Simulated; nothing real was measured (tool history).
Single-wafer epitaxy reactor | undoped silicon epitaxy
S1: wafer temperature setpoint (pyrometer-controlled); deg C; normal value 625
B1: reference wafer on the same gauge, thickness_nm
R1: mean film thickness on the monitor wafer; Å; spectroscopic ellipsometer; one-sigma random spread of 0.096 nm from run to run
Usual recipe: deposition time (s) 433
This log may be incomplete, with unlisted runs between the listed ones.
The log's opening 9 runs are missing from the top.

Run 10, hour 96.6: usual settings; B1 29.579. Result: R1 320.33 Å.
Run 11, hour 128.9: usual settings; B1 29.587. Result: R1 321.62 Å.
Run 12, hour 136.8: usual settings; B1 29.592. Result: R1 322.32 Å.
Run 13, hour 142.9: usual settings; B1 29.617. Result: R1 320.65 Å.
Run 14, hour 155.7: usual settings; B1 29.586. Result: R1 321.53 Å.
Run 15, hour 162.8: usual settings but S1 617 deg C; B1 29.592. Result: R1 262.41 Å.
At hour 164.1: gauge calibrated.
Run 16, hour 180: usual settings; B1 29.584. Result: R1 321.68 Å.
Run 17, hour 190.1: usual settings; B1 29.573. Result: R1 320.48 Å.
Run 18, hour 200.7: usual settings but S1 630 deg C; B1 29.607. Result: R1 361.4 Å.
Run 19, hour 218.5: usual settings but S1 636 deg C, deposition time (s) 497; B1 29.62. Result: R1 479.94 Å.
Run 20, hour 230.7: usual settings but S1 634 deg C, deposition time (s) 479; B1 29.603. Result: R1 442.88 Å.
Run 21, hour 238: usual settings but S1 639 deg C, deposition time (s) 369; B1 29.599. Result: R1 381.91 Å.
At hour 247.1: pyrometer calibrated.
Run 22, hour 250.9: usual settings but S1 614 deg C, deposition time (s) 511; B1 29.604. Result: R1 329.49 Å.
Run 23, hour 258.7: usual settings but S1 634 deg C, deposition time (s) 483; B1 29.579. Result: R1 502.73 Å.
Run 24, hour 274.2: usual settings but S1 639 deg C, deposition time (s) 506; B1 29.59. Result: R1 594.44 Å.
Run 25, hour 289.2: usual settings but S1 632 deg C; B1 29.616. Result: R1 427.89 Å.
Run 26, hour 304.7: usual settings; B1 29.61. Result: R1 361.53 Å.
Run 27, hour 316.9: usual settings but S1 632 deg C, deposition time (s) 511; B1 29.605. Result: R1 500.31 Å.
Run 28, hour 333.1: usual settings but S1 640 deg C, deposition time (s) 374; B1 29.594. Result: R1 443.48 Å.
Run 29, hour 345.3: usual settings but S1 611 deg C, deposition time (s) 497; B1 29.599. Result: R1 291.69 Å.
Run 30, hour 358.6: usual settings but S1 632 deg C, deposition time (s) 348; B1 29.585. Result: R1 340.07 Å.

Run 31 comes next. What will it give?
Run 31, hour 370.8: usual settings but S1 615 deg C; B1 ?. Result: R1 ?.

B1: 29.582
R1: 277.85 Å
Minus the tool's unlogged condition, the same run would have read R1 284.49 Å.

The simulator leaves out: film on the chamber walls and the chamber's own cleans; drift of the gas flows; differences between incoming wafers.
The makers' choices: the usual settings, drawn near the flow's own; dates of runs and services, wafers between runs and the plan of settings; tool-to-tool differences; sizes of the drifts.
